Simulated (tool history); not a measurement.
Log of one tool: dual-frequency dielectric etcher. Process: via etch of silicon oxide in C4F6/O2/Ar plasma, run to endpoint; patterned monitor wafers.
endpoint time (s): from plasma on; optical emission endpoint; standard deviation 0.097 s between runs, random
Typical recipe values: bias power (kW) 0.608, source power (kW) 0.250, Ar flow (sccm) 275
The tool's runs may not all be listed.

run	day	bias power (kW)	source power (kW)	Ar flow (sccm)	wafers since the last listed run	hours since the last wet clean	hours since the last bias power generator calibration	hours since the last source power generator calibration	hours since the last Ar flow controller change	hours since the last upper electrode change	incoming incoming film thickness, nm	endpoint time (s)
1	0.000	0.608	0.250	275	0	0.8	4635.1	5116.0	2061.5	5698.9	65.9	15.6
2	0.121	0.608	0.250	275	29	3.7	4638.0	5118.9	2064.4	5701.8	65.5	15.6
3	0.771	0.650	0.250	275	159	19.3	4653.6	5134.5	2080.0	5717.4	65.5	15.0
4	1.058	0.650	0.250	275	70	26.2	4660.5	5141.4	2086.9	5724.3	65.3	15.0
5	1.412	0.608	0.240	275	86	34.7	4669.0	5149.9	2095.4	5732.8	65.6	15.7
6	2.004	0.695	0.280	275	145	48.9	4683.2	5164.1	2109.6	5747.0	64.9	14.0
# day 2.342: bias power generator calibrated
7	3.604	0.608	0.250	275	351	87.3	30.3	5202.5	2148.0	5785.4	65.8	15.4
8	3.900	0.608	0.250	227	72	94.4	37.4	5209.6	2155.1	5792.5	65.8	15.0
9	4.425	0.562	0.250	275	128	107.0	50.0	5222.2	2167.7	5805.1	64.9	15.7
10	5.071	0.474	0.250	275	158	122.5	65.5	5237.7	2183.2	5820.6	65.7	17.1
# day 5.533: Ar flow controller replaced
11	6.712	0.608	0.240	275	341	161.9	104.9	5277.1	28.3	5860.0	65.7	15.6
12	7.250	0.608	0.250	252	131	174.8	117.8	5290.0	41.2	5872.9	66.0	15.0
13	7.721	0.476	0.290	343	115	186.1	129.1	5301.3	52.5	5884.2	65.8	16.5
14	8.046	0.608	0.250	275	79	193.9	136.9	5309.1	60.3	5892.0	65.3	15.3
15	8.625	0.544	0.250	216	141	207.8	150.8	5323.0	74.2	5905.9	65.7	15.4
# day 8.829: source power generator calibrated
# day 9.662: upper electrode replaced
16	9.683	0.608	0.270	275	14	233.2	176.2	20.5	99.6	0.5	65.4	14.7
17	9.696	0.669	0.250	275	3	233.5	176.5	20.8	99.9	0.8	65.3	14.3
18	10.046	0.608	0.310	275	85	241.9	184.9	29.2	108.3	9.2	66.7	14.2
19	10.742	0.650	0.250	275	170	258.6	201.6	45.9	125.0	25.9	65.2	14.6
20	11.442	0.518	0.230	240	171	275.4	218.4	62.7	141.8	42.7	65.8	16.3
21	11.962	0.608	0.250	320	127	287.9	230.9	75.2	154.3	55.2	64.9	15.0
22	12.621	0.608	0.250	275	161	303.7	246.7	91.0	170.1	71.0	64.9	14.8
23	13.275	0.662	0.270	211	160	319.4	262.4	106.7	185.8	86.7	65.5	13.7
24	13.988	0.483	0.250	214	174	336.5	279.5	123.8	202.9	103.8	65.9	16.0
25	14.583	0.608	0.250	344	146	350.8	293.8	138.1	217.2	118.1	65.2	15.3
26	15.004	0.608	0.280	275	103	360.9	303.9	148.2	227.3	128.2	66.3	14.5
27	15.671	0.646	0.230	238	163	376.9	319.9	164.2	243.3	144.2	65.1	14.5
28	16.079	0.540	0.270	226	100	386.7	329.7	174.0	253.1	154.0	65.9	14.8

The tool's hidden state at each run:
bias power that arrives over what is set, %: 0, the same for each run
source power that arrives over what is set, %: 0, the same for each run
Ar flow that arrives over what is set, %: 0, the same for each run
H1: etch rate over this chamber's usual, %
run	H1
1	0.757
2	0.792
3	0.98
4	1.06
5	1.17
6	1.34
7	1.8
8	1.89
9	2.04
10	2.22
11	2.7
12	2.86
13	2.99
14	3.09
15	3.25
16	3.56
17	3.56
18	3.67
19	3.87
20	4.07
21	4.22
22	4.41
23	4.6
24	4.81
25	4.98
26	5.1
27	5.29
28	5.41
